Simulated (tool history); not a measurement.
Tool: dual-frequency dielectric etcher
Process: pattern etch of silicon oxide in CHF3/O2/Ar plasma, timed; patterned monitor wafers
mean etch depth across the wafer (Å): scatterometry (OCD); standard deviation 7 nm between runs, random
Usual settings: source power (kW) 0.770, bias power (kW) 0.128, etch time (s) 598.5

run   hour  source power (kW)  bias power (kW)  etch time (s)  wafers since the last listed run  hours since the last wet clean  hours since the last source power generator calibration  hours since the last bias power generator calibration  hours since the last upper electrode change  hours since the gauge calibration  read-back reference wafer on the same gauge, depth_nm  mean etch depth across the wafer (Å)
  1    0.0              0.770            0.128          509.0                                 0                           257.8                                                   3756.4                                                 1925.3                                       3090.6                              150.9                                                 1274.0                                  9502
  2    7.4              0.770            0.128          598.5                                25                           265.2                                                   3763.8                                                 1932.7                                       3098.0                              158.3                                                 1270.6                                 11173
  3   20.5              0.770            0.128          598.5                                45                           278.3                                                   3776.9                                                 1945.8                                       3111.1                              171.4                                                 1268.9                                 11295
  4   29.8              0.770            0.128          598.5                                32                           287.6                                                   3786.2                                                 1955.1                                       3120.4                              180.7                                                 1270.7                                 11120
  5   42.3              0.770            0.128          598.5                                43                           300.1                                                   3798.7                                                 1967.6                                       3132.9                              193.2                                                 1270.0                                 11180
  6   54.5              0.770            0.128          598.5                                41                           312.3                                                   3810.9                                                 1979.8                                       3145.1                              205.4                                                 1272.0                                 11225
  7   64.6              0.770            0.128          598.5                                34                           322.4                                                   3821.0                                                 1989.9                                       3155.2                              215.5                                                 1272.0                                 11287
  8   77.1              0.770            0.128          598.5                                43                           334.9                                                   3833.5                                                 2002.4                                       3167.7                              228.0                                                 1269.6                                 11222
  9   83.1              0.770            0.128          504.5                                20                           340.9                                                   3839.5                                                 2008.4                                       3173.7                              234.0                                                 1270.8                                  9526
     107.1  -- source power generator calibrated
     108.1  -- gauge calibrated
     128.6  -- wet clean of the chamber
 10  129.1              0.770            0.128          528.0                                70                             0.5                                                     22.0                                                 2054.4                                       3219.7                               21.0                                                 1270.5                                 10185
 11  133.0              0.770            0.128          528.0                                13                             4.4                                                     25.9                                                 2058.3                                       3223.6                               24.9                                                 1269.8                                 10226
     162.1  -- wet clean of the chamber, repeated, since the last time left the tool worse
     173.1  -- upper electrode replaced
 12  173.6              0.770            0.128          598.5                                19                            11.5                                                     66.5                                                 2098.9                                          0.5                               65.5                                                 1268.2                                 10884
 13  174.1              0.620            0.128          598.5                                 1                            12.0                                                     67.0                                                 2099.4                                          1.0                               66.0                                                 1270.2                                  9687
 14  174.5              0.920            0.128          598.5                                 1                            12.4                                                     67.4                                                 2099.8                                          1.4                               66.4                                                 1275.3                                 11754
 15  175.1              0.770            0.128          598.5                                 2                            13.0                                                     68.0                                                 2100.4                                          2.0                               67.0                                                 1271.7                                 10894
 16  184.1              0.850            0.156          598.5                                30                            22.0                                                     77.0                                                 2109.4                                         11.0                               76.0                                                 1267.8                                 12455
 17  190.7              0.770            0.109          550.5                                22                            28.6                                                     83.6                                                 2116.0                                         17.6                               82.6                                                 1265.3                                  9377
     207.6  -- bias power generator calibrated
 18  208.1              0.580            0.099          675.0                                46                            46.0                                                    101.0                                                    0.5                                         35.0                              100.0                                                 1272.0                                  9638
 19  211.2              0.770            0.128          528.0                                10                            49.1                                                    104.1                                                    3.6                                         38.1                              103.1                                                 1271.6                                  9621
 20  217.3              0.870            0.115          757.0                                20                            55.2                                                    110.2                                                    9.7                                         44.2                              109.2                                                 1270.0                                 14091
 21  233.5              0.770            0.128          514.5                                55                            71.4                                                    126.4                                                   25.9                                         60.4                              125.4                                                 1268.5                                  9415
 22  245.6              0.770            0.128          598.5                                41                            83.5                                                    138.5                                                   38.0                                         72.5                              137.5                                                 1269.8                                 10952
 23  257.6              0.650            0.128          598.5                                41                            95.5                                                    150.5                                                   50.0                                         84.5                              149.5                                                 1269.0                                 10256
 24  266.1              0.690            0.158          494.0                                29                           104.0                                                    159.0                                                   58.5                                         93.0                              158.0                                                 1270.4                                  9380

Forecast each of these 5 alternatives for the next run:
  A  266.7              0.770            0.128          598.5                                 2                           104.6                                                    159.6                                                   59.1                                         93.6                              158.6                                                      ?                                     ?
  B  266.7              0.630            0.109          424.0                                 2                           104.6                                                    159.6                                                   59.1                                         93.6                              158.6                                                      ?                                     ?
  C  266.7              0.900            0.128          598.5                                 2                           104.6                                                    159.6                                                   59.1                                         93.6                              158.6                                                      ?                                     ?
  D  266.7              0.950            0.115          598.5                                 2                           104.6                                                    159.6                                                   59.1                                         93.6                              158.6                                                      ?                                     ?
  E  266.7              0.770            0.144          430.5                                 2                           104.6                                                    159.6                                                   59.1                                         93.6                              158.6                                                      ?                                     ?

run  read-back reference wafer on the same gauge, depth_nm  mean etch depth across the wafer (Å)
  A                                                 1269.2                                 10928
  B                                                 1269.2                                  6557
  C                                                 1269.2                                 11762
  D                                                 1269.2                                 11547
  E                                                 1269.2                                  8254
Had the tool no hidden state, the same runs would have come out as:
run  mean etch depth across the wafer (Å)
  A                                 10810
  B                                  6486
  C                                 11635
  D                                 11422
  E                                  8165
